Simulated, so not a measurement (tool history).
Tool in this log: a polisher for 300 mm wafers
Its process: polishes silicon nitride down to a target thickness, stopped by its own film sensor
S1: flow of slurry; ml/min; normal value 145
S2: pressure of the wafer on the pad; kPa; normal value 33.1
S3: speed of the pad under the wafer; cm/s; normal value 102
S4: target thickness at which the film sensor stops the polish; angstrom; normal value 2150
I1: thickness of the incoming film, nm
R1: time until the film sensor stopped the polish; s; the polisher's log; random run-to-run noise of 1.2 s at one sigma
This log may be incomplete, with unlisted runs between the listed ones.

run,hour,S1,S2,S3,S4,I1,R1
1,0,145,33.1,102,2150,404.6,88.5
# hour 3.2: worn pad replaced by a new one
2,34.7,145,33.1,102,2150,405.4,84.4
3,47.2,145,33.1,102,2150,396.1,81.4
4,66.7,145,33.1,102,2150,398.2,81.9
5,94.4,145,33.1,102,2150,398.5,84.8
# hour 119.3: worn pad replaced by a new one
6,125.5,145,33.1,102,2150,395.3,76.2
7,157.7,145,33.1,102,2150,391.5,76.7
# hour 172.6: slurry nozzle cleaned
8,193.7,145,33.1,102,2150,399.4,84.5
9,219.3,105,33.1,102,2150,398.4,91.8
# hour 237.3: worn pad replaced by a new one
# hour 240: head pressure recalibrated
10,243.1,185,33.1,102,2150,397,77.2
11,268.1,125,36.5,102,2150,392.5,73.3
12,302.1,145,33.1,88,1700,408.9,119.6
13,329.6,145,33.1,102,2150,395.7,84.4
# hour 349.6: worn pad replaced by a new one
# hour 356.6: slurry nozzle cleaned
14,357.5,145,33.1,102,2150,396.5,78.8
15,382.9,170,42.7,134,1970,408.9,55.9

Each row is a separate what-if for the run after 15, all from the same tool condition, not one after another. Results?
A,383.3,120,33.1,102,2150,392.8,?
B,383.3,165,29.6,128,2340,392.8,?
C,383.3,145,22.8,130,1550,392.8,?
D,383.3,170,27.6,102,2150,392.8,?
E,383.3,145,22.1,136,2150,392.8,?

run,R1
A,82.8
B,65.2
C,128.7
D,92.7
E,95.9
Take away the tool's hidden state, keep each run's random variation, and the runs would have read:
run,R1
A,79.8
B,62.8
C,124
D,89.3
E,92.4

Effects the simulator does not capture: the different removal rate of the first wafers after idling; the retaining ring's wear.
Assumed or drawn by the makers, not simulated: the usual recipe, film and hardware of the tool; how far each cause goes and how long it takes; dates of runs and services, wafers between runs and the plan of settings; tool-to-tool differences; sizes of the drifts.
